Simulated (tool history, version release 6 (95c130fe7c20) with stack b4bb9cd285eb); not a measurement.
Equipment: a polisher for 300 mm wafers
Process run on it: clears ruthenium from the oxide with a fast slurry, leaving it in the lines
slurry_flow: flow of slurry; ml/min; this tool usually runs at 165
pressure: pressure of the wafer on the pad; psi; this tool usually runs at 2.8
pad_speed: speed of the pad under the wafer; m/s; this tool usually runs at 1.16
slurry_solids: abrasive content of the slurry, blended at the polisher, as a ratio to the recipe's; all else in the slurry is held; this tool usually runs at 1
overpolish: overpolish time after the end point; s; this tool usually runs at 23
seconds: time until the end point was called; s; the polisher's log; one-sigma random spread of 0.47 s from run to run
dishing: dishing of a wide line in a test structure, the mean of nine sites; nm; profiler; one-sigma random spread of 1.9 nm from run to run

run,hour,slurry_flow,pressure,pad_speed,slurry_solids,overpolish,"incoming thickness of the incoming film, nm",seconds,dishing
1,0.0,165,2.8,0.86,1,23,281.6,70.9,59.0
2,20.7,165,2.8,0.86,1,23,278.4,71.2,56.7
3,60.6,165,2.8,0.86,1,23,276.8,72.6,60.4
# hour 73.1: worn pad replaced by a new one
4,84.5,165,2.8,1.16,1,23,280.8,55.1,75.0
5,101.7,165,2.8,1.16,1,23,277.4,55.0,71.2
6,124.1,165,2.8,1.16,1,23,276.0,54.3,73.4
# hour 143.5: worn pad replaced by a new one
7,144.0,165,2.8,1.16,1,23,280.7,55.8,70.8
# hour 158.3: head pressure recalibrated
# hour 167.9: slurry blender recalibrated
8,169.4,165,3.3,1.16,1,23,282.3,41.1,91.3
9,194.6,105,3.2,1.16,1,23,277.7,47.2,82.2
10,221.1,165,2.8,1.36,1,31,278.9,40.9,111.2
# hour 233.2: worn pad replaced by a new one
# hour 241.9: slurry nozzle cleaned
11,250.0,165,2.8,1.16,1,23,276.1,43.7,87.7
12,278.9,185,3.4,0.92,1,23,278.5,45.7,82.3
13,298.9,165,2.8,1.16,1,23,279.2,44.6,86.8
# hour 307.6: worn pad replaced by a new one
14,320.8,165,2.8,1.16,1,23,283.3,46.0,80.2
15,350.0,225,3.5,1.16,1,23,280.6,36.0,104.5
16,370.2,165,2.8,1.16,1,30,279.5,47.8,99.4
# hour 380.7: worn pad replaced by a new one
17,398.0,165,2.3,1.16,1,15,281.1,57.1,48.1

Alternative continuations, all from the tool just after run 17; predict every row:
A,398.4,165,2.8,1.16,1,23,279.1,?,?
B,398.4,165,2.8,1.34,1,23,279.1,?,?
C,398.4,195,2.8,0.88,1,23,279.1,?,?
D,398.4,210,3.1,1.16,1,18,279.1,?,?

run,seconds,dishing
A,47.4,79.0
B,41.0,88.1
C,60.7,64.9
D,41.1,72.9
The same runs, with their run-to-run variation unchanged, on a tool lacking any hidden condition would have given:
run,seconds,dishing
A,43.6,84.1
B,37.8,93.5
C,56.3,68.9
D,38.2,77.1

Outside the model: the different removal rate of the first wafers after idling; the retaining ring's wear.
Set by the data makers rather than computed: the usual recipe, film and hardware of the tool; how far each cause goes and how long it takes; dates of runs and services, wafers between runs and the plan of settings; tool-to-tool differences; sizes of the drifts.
